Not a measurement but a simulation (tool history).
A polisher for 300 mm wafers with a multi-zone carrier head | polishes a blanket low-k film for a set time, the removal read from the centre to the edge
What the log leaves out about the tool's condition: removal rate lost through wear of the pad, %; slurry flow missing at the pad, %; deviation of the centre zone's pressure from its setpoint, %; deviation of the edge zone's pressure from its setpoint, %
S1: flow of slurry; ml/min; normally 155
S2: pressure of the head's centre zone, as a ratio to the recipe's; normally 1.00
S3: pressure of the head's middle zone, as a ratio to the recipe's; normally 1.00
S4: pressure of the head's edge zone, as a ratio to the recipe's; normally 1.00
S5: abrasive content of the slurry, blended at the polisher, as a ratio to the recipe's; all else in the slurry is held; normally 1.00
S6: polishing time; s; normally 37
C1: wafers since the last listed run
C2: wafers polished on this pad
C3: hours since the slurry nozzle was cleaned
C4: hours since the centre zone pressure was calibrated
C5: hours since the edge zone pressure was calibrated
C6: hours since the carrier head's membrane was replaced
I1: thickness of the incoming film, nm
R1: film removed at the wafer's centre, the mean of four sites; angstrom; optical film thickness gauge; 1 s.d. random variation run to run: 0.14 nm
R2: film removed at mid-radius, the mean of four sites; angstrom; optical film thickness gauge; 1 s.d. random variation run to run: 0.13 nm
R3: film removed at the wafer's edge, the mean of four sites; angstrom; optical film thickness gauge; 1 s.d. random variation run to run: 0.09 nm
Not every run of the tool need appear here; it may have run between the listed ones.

run   hour   S1    S2    S3    S4    S5  S6   C1    C2     C3     C4      C5      C6     I1   R1   R2   R3
  1    0.0  155  1.00  1.00  1.00  1.00  37    0  1354  800.3  280.8  1083.2  1660.3  369.0  112  113  113
       0.7  -- worn pad replaced by a new one
  2    6.8  155  1.00  1.00  1.07  1.00  37   70    70  807.1  287.6  1090.0  1667.1  375.3  120  118  120
  3   19.9  155  1.00  1.00  1.07  1.00  37  150   220  820.2  300.7  1103.1  1680.2  365.8  120  116  118
  4   27.2  155  1.00  1.00  1.07  1.00  37   83   304  827.5  308.0  1110.4  1687.5  371.0  116  117  119
  5   41.6  155  1.09  1.00  1.00  1.00  37  165   469  841.9  322.4  1124.8  1701.9  368.0  124  113  113
  6   58.9  155  1.00  0.95  1.00  1.00  37  198   667  859.2  339.7  1142.1  1719.2  368.5  114  111  113
  7   68.7  120  1.00  1.00  1.00  1.00  37  112   779  869.0  349.5  1151.9  1729.0  369.9  110  109  109
      90.3  -- carrier head's membrane replaced by a new one
     103.6  -- centre zone pressure recalibrated
  8  107.4  120  1.00  1.00  1.00  1.00  37  363  1143  907.7    3.8  1190.6    17.1  372.6  111  107  107
     109.5  -- edge zone pressure recalibrated
     122.1  -- worn pad replaced by a new one
  9  122.6  155  1.00  1.00  1.00  1.00  37  105     6  922.9   19.0    13.1    32.3  368.2  121  117  116
 10  136.9  155  1.00  1.00  1.00  0.90  37  163   170  937.2   33.3    27.4    46.6  365.1  110  110  109
 11  154.6  120  1.00  1.08  1.11  0.85  37  202   373  954.9   51.0    45.1    64.3  365.8  102  109  107
     164.8  -- slurry nozzle cleaned
 12  170.0  155  1.00  1.05  1.00  1.25  37  165   538    5.2   66.4    60.5    79.7  367.0  124  130  125
 13  177.0  155  1.00  1.00  1.00  1.00  37   80   618   12.2   73.4    67.5    86.7  370.6  115  112  112
 14  190.0  155  1.00  1.00  1.00  1.00  26  149   767   25.2   86.4    80.5    99.7  374.5   80   78   78
 15  200.0  155  1.00  0.91  1.03  1.00  37  114   882   35.2   96.4    90.5   109.7  373.8  113  104  113
 16  211.3  200  0.95  0.91  1.00  1.15  37  129  1011   46.5  107.7   101.8   121.0  376.2  119  115  122

Run by run, hidden condition taken away, random variation retained:
run   R1   R2   R3
  1  119  120  119
  2  121  119  121
  3  123  119  121
  4  120  120  123
  5  129  117  118
  6  120  116  118
  7  116  115  115
  8  117  114  113
  9  122  118  117
 10  113  113  112
 11  106  113  111
 12  130  136  131
 13  121  117  117
 14   84   82   82
 15  119  109  119
 16  126  121  129
